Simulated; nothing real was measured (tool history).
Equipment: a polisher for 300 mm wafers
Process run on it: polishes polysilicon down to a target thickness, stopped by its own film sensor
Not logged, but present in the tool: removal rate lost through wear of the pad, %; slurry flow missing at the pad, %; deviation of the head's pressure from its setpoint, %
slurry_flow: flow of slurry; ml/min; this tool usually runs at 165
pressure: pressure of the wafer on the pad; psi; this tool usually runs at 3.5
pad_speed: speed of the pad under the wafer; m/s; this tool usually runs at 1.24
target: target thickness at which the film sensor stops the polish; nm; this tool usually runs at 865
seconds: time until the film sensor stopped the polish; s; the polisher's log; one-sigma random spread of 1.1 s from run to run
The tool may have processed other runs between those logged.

run   hour  slurry_flow  pressure  pad_speed  target  wafers since the last listed run  wafers polished on this pad  hours since the slurry nozzle was cleaned  hours since the head pressure was calibrated  incoming thickness of the incoming film, nm  seconds
  1    0.0          165       3.5       1.24     930                                 0                          210                                      422.4                                         416.1                                       1650.6     56.1
  2   13.6          165       3.5       1.24     696                               181                          391                                      436.0                                         429.7                                       1643.2     74.7
  3   21.0          165       3.5       1.24     696                                98                          490                                      443.4                                         437.1                                       1649.3     74.1
  4   38.6          165       3.5       1.24     696                               234                          724                                      461.0                                         454.7                                       1626.4     71.4
  5   49.1          165       3.5       1.24     865                               139                          864                                      471.5                                         465.2                                       1639.6     61.4
  6   59.8          165       3.5       1.24     865                               142                         1006                                      482.2                                         475.9                                       1669.6     62.7
  7   77.1          165       3.5       1.24     865                               230                         1237                                      499.5                                         493.2                                       1668.7     62.4
      94.4  -- worn pad replaced by a new one
  8   94.9          165       3.9       1.24    1055                               183                            6                                      517.3                                         511.0                                       1684.5     44.0
  9  107.8          135       3.0       1.24     865                               171                          178                                      530.2                                         523.9                                       1645.8     72.9
 10  115.5          165       3.5       1.24     865                               102                          280                                      537.9                                         531.6                                       1619.7     57.7
 11  132.7          165       3.5       1.24     865                               229                          509                                      555.1                                         548.8                                       1619.6     56.3
     138.0  -- head pressure recalibrated
 12  139.3          165       3.5       1.24     865                                61                          570                                      561.7                                           1.3                                       1680.6     64.5
 13  156.2          165       3.5       1.24     865                               225                          795                                      578.6                                          18.2                                       1639.0     61.0
 14  173.4          165       3.5       1.24     865                               229                         1024                                      595.8                                          35.4                                       1678.3     64.6
 15  184.7          205       4.0       1.24     865                               150                         1175                                      607.1                                          46.7                                       1623.0     49.0
     187.6  -- slurry nozzle cleaned
 16  199.4          165       3.5       1.24     696                               182                         1357                                       11.8                                          61.4                                       1643.3     66.5
     205.9  -- worn pad replaced by a new one
 17  206.5          110       3.5       1.62     865                                41                            8                                       18.9                                          68.5                                       1646.7     47.3
 18  217.6          165       3.5       1.24     930                               147                          156                                       30.0                                          79.6                                       1671.2     54.2
 19  225.8          165       3.5       0.88     865                               109                          265                                       38.2                                          87.8                                       1650.4     75.2
 20  240.0          140       3.5       1.56     865                               189                          454                                       52.4                                         102.0                                       1629.6     48.1
 21  261.9          165       3.5       1.24     865                               291                          746                                       74.3                                         123.9                                       1666.2     58.3
 22  276.5          165       3.5       1.24     865                               194                          940                                       88.9                                         138.5                                       1640.3     55.7
 23  289.1          165       3.5       1.24     865                               167                         1108                                      101.5                                         151.1                                       1664.9     59.6
 24  296.8          165       3.5       1.24    1077                               102                         1210                                      109.2                                         158.8                                       1646.9     43.0
     308.5  -- worn pad replaced by a new one
 25  311.0          165       3.5       1.24     865                               135                           33                                      123.4                                         173.0                                       1668.6     59.1
 26  325.5          165       3.5       1.54     698                               193                          226                                      137.9                                         187.5                                       1667.2     59.8
 27  331.8          165       3.5       1.24     996                                83                          310                                      144.2                                         193.8                                       1645.7     46.1
 28  340.1          165       3.5       1.24     865                               110                          420                                      152.5                                         202.1                                       1646.3     59.9
 29  355.6          215       3.5       0.80     611                               206                          627                                      168.0                                         217.6                                       1644.3    107.7
 30  368.2          165       4.5       1.42     865                               167                          795                                      180.6                                         230.2                                       1641.0     42.1
 31  383.6          115       2.9       1.42     766                               205                         1000                                      196.0                                         245.6                                       1676.1     81.1
     402.8  -- worn pad replaced by a new one
 32  403.3          135       3.5       1.52     865                               209                            6                                      215.7                                         265.3                                       1651.7     52.7
 33  412.1          145       4.4       1.12     653                               117                          123                                      224.5                                         274.1                                       1642.6     69.7
 34  418.5          220       4.4       1.24     967                                85                          208                                      230.9                                         280.5                                       1664.2     41.3
 35  429.4          195       3.5       1.24     865                               145                          353                                      241.8                                         291.4                                       1674.0     58.1
 36  439.2          165       3.5       1.24     865                               130                          484                                      251.6                                         301.2                                       1662.3     59.1

What if the next run were any one of these 5? Each begins from the tool's condition after run 36:
  A  439.6          165       3.5       1.24     865                                 5                          489                                      252.0                                         301.6                                       1621.5        ?
  B  439.6          165       4.0       0.86     764                                 5                          489                                      252.0                                         301.6                                       1621.5        ?
  C  439.6          165       3.5       1.24     725                                 5                          489                                      252.0                                         301.6                                       1621.5        ?
  D  439.6          105       2.9       1.24     865                                 5                          489                                      252.0                                         301.6                                       1621.5        ?
  E  439.6          185       2.8       1.08     958                                 5                          489                                      252.0                                         301.6                                       1621.5        ?

run  seconds
  A     57.1
  B     77.2
  C     67.7
  D     76.9
  E     68.3
Had the tool no hidden state, the same runs would have come out as:
run  seconds
  A     53.3
  B     72.0
  C     63.2
  D     69.5
  E     64.1
